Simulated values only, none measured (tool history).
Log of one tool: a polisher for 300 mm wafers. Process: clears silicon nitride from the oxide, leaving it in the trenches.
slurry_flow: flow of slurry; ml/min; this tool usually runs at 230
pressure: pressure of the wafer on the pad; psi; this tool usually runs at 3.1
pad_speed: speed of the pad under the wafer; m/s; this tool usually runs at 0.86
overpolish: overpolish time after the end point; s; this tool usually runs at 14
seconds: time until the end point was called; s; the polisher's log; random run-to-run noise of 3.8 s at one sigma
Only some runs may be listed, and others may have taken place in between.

run	hour	slurry_flow	pressure	pad_speed	overpolish	wafers since the last listed run	wafers polished on this pad	hours since the slurry nozzle was cleaned	hours since the head pressure was calibrated	incoming thickness of the incoming film, nm	seconds
1	0.0	230	2.7	0.86	14	0	5222	16.2	1291.9	135.1	224.7
2	39.9	230	3.1	0.86	14	282	5505	56.1	1331.8	133.6	202.4
# hour 58.7: worn pad replaced by a new one
3	139.7	230	3.1	0.86	14	678	573	155.9	1431.6	134.1	197.2
# hour 258.1: head pressure recalibrated
4	442.3	230	3.1	0.86	9	2129	2703	458.5	184.2	135.4	215.6
5	517.9	230	3.1	0.86	9	535	3238	534.1	259.8	135.7	213.6
6	582.6	230	3.1	0.86	14	458	3697	598.8	324.5	133.6	213.8
# hour 632.7: slurry nozzle cleaned
7	649.9	230	3.1	0.86	14	469	4166	17.2	391.8	136.6	202.3
8	701.2	230	3.1	0.86	14	363	4530	68.5	443.1	132.6	195.0
9	805.6	230	3.1	0.86	14	739	5269	172.9	547.5	136.8	207.7
10	868.3	230	3.1	0.86	14	444	5713	235.6	610.2	137.5	203.5
# hour 874.0: worn pad replaced by a new one
11	923.2	155	2.2	0.66	17	360	348	290.5	665.1	132.3	411.9
12	1012.8	230	3.1	0.86	14	634	983	380.1	754.7	136.3	213.0
13	1114.7	230	4.2	0.86	21	721	1705	482.0	856.6	136.3	159.3
14	1217.6	230	3.1	1.08	14	728	2434	584.9	959.5	132.9	165.0
15	1268.1	230	3.1	0.86	14	357	2791	635.4	1010.0	135.7	223.3
16	1355.5	230	3.1	0.60	14	619	3411	722.8	1097.4	133.2	309.7
# hour 1394.8: slurry nozzle cleaned
17	1402.0	230	2.6	0.66	14	322	3733	7.2	1143.9	133.7	305.2
18	1474.4	300	3.9	0.86	14	512	4246	79.6	1216.3	135.5	154.4
19	1579.1	230	3.1	0.86	14	741	4988	184.3	1321.0	136.5	202.0
20	1629.3	230	3.1	0.98	14	355	5343	234.5	1371.2	136.4	180.6
21	1675.1	230	2.4	0.78	8	324	5668	280.3	1417.0	134.8	287.3
# hour 1710.2: worn pad replaced by a new one
22	1747.5	195	2.6	0.98	9	484	264	352.7	1489.4	133.3	219.0
23	1818.0	285	2.6	0.86	12	499	763	423.2	1559.9	133.5	243.5
# hour 1899.5: head pressure recalibrated
24	2002.5	230	2.2	0.86	16	1292	2056	607.7	103.0	135.4	291.4
25	2078.4	230	3.1	0.70	14	537	2594	683.6	178.9	136.0	260.4
26	2173.2	230	2.4	0.78	8	671	3265	778.4	273.7	135.8	300.7
# hour 2222.8: slurry nozzle cleaned
27	2271.4	230	2.7	0.62	14	688	3954	48.6	371.9	134.3	314.2
28	2348.0	160	3.1	1.04	17	542	4497	125.2	448.5	134.7	180.4
29	2434.1	230	3.1	0.86	14	609	5107	211.3	534.6	136.1	206.8
30	2487.9	285	2.4	0.64	14	381	5488	265.1	588.4	134.9	365.0
31	2546.2	160	2.7	0.72	14	412	5901	323.4	646.7	133.9	313.7
# hour 2572.1: worn pad replaced by a new one
32	2634.1	230	2.4	0.86	11	594	439	411.3	734.6	135.0	273.5
33	2725.8	230	3.1	0.86	17	649	1088	503.0	826.3	134.7	213.6
34	2790.6	230	2.1	0.86	14	459	1547	567.8	891.1	134.6	332.3
35	2868.6	270	3.1	0.60	14	552	2100	645.8	969.1	132.1	296.9

What if the next run were any one of these 5? Each begins from the tool's condition after run 35:
A	2869.1	230	3.1	0.86	14	3	2104	646.3	969.6	137.5	?
B	2869.1	230	4.2	0.86	14	3	2104	646.3	969.6	137.5	?
C	2869.1	300	2.4	0.58	20	3	2104	646.3	969.6	137.5	?
D	2869.1	290	3.1	0.86	14	3	2104	646.3	969.6	137.5	?
E	2869.1	165	4.0	0.98	14	3	2104	646.3	969.6	137.5	?

run	seconds
A	221.3
B	163.3
C	401.0
D	210.7
E	165.6
With no hidden state in the tool, these same runs would have given:
run	seconds
A	198.4
B	146.4
C	369.0
D	193.3
E	142.1
